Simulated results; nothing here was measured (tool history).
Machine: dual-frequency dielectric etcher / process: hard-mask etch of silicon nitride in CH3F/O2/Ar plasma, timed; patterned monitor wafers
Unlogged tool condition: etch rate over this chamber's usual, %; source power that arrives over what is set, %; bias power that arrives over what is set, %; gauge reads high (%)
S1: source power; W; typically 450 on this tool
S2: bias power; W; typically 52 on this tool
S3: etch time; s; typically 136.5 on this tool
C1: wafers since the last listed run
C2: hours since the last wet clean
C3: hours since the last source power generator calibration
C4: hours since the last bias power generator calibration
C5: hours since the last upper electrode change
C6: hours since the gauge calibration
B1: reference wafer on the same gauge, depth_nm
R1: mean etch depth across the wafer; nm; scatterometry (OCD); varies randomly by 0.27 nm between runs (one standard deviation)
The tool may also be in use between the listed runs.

run    hour   S1  S2     S3    C1     C2      C3      C4      C5      C6    B1    R1
  1       0  450  52    161     0  565.8  4925.4  1833.8    2887  1894.6  73.8  93.2
  2    61.7  390  46  136.5   370  627.5  4987.1  1895.5  2948.7  1956.3  73.7    71
       67.3  -- gauge calibrated
       97.9  -- wet clean of the chamber
  3   107.2  390  46  136.5   129    9.3  5032.6    1941  2994.2    39.9  73.8    71
        156  -- bias power generator calibrated
  4   163.2  450  52  136.5   312   65.3  5088.6     7.2  3050.2    95.9  73.7  77.7
  5   206.9  450  52  136.5   262    109  5132.3    50.9  3093.9   139.6  73.8    78
  6   261.2  450  52  136.5   326  163.3  5186.6   105.2  3148.2   193.9  73.8  77.8
      292.5  -- source power generator calibrated
  7   317.7  450  44  136.5   315  219.8    25.2   161.7  3204.7   250.4  73.8  75.6
  8   378.5  450  52  136.5   365  280.6      86   222.5  3265.5   311.2  73.8  80.8
  9   441.2  450  39  136.5   376  343.3   148.7   285.2  3328.2   373.9  73.7  73.1
 10   495.3  450  52  136.5   325  397.4   202.8   339.3  3382.3     428  73.8  79.8
 11   550.3  530  47  122.5   330  452.4   257.8   394.3  3437.3     483  73.8  74.5
      603.6  -- wet clean of the chamber
 12   604.1  450  52  136.5   179    0.5   311.6   448.1  3491.1   536.8  73.7  80.2
 13   661.2  510  45  136.5   343   57.6   368.7   505.2  3548.2   593.9  73.8  80.6
 14   716.6  450  52  136.5   333    113   424.1   560.6  3603.6   649.3  73.8  80.2
 15   764.6  530  44    115   288    161   472.1   608.6  3651.6   697.3  73.8  68.6
      830.2  -- upper electrode replaced
 16   830.7  550  57   95.5   253  227.1   538.2   674.7     0.5   763.4  73.9  63.3
 17   855.2  410  42  156.5   147  251.6   562.7   699.2      25   787.9  73.8  82.1
 18     927  450  52  136.5   431  323.4   634.5     771    96.8   859.7  73.8  80.5
 19   991.1  450  64    150   385  387.5   698.6   835.1   160.9   923.8  73.8  95.1
 20  1034.9  360  42  168.5   263  431.3   742.4   878.9   204.7   967.6  73.8  83.5
 21  1059.9  500  56  136.5   150  456.3   767.4   903.9   229.7   992.6  73.8  86.4
     1191.1  -- wet clean of the chamber
 22  1191.6  450  52    153   647    0.5   899.1  1035.6   361.4  1124.3  73.9  90.4
 23  1205.2  530  44  136.5    81   14.1   912.7  1049.2     375  1137.9  73.9  82.3
 24  1230.9  350  52  154.5   154   39.8   938.4  1074.9   400.7  1163.6  73.8  82.2
 25  1267.2  360  63    168   218   76.1   974.7  1111.2     437  1199.9  73.8  96.1
 26  1329.4  350  64  168.5   373  138.3  1036.9  1173.4   499.2  1262.1  73.8  95.9
 27  1536.7  450  52    114  1246  345.6  1244.2  1380.7   706.5  1469.4  73.8  67.8
 28  1575.6  350  52  136.5   233  384.5  1283.1  1419.6   745.4  1508.3  73.9  72.3
 29  1634.1  450  52  136.5   351    443  1341.6  1478.1   803.9  1566.8  73.7  81.2
 30  1696.8  450  52  136.5   376  505.7  1404.3  1540.8   866.6  1629.5  73.8  81.3
     1762.2  -- wet clean of the chamber
 31  1762.7  450  52  136.5   251    0.5  1470.2  1606.7   932.5  1695.4  73.8    81

Forecast each of these 3 alternatives for the next run:
  A  1763.2  450  52  136.5   3   1  1470.7  1607.2  933  1695.9   ?   ?
  B  1763.2  530  64    112   3   1  1470.7  1607.2  933  1695.9   ?   ?
  C  1763.2  340  39  157.5   3   1  1470.7  1607.2  933  1695.9   ?   ?

run    B1    R1
  A  73.8  80.7
  B  73.8  76.3
  C  73.8  74.6
What these runs would have given with no unlogged condition in the tool:
run    R1
  A  79.7
  B  75.4
  C  73.7

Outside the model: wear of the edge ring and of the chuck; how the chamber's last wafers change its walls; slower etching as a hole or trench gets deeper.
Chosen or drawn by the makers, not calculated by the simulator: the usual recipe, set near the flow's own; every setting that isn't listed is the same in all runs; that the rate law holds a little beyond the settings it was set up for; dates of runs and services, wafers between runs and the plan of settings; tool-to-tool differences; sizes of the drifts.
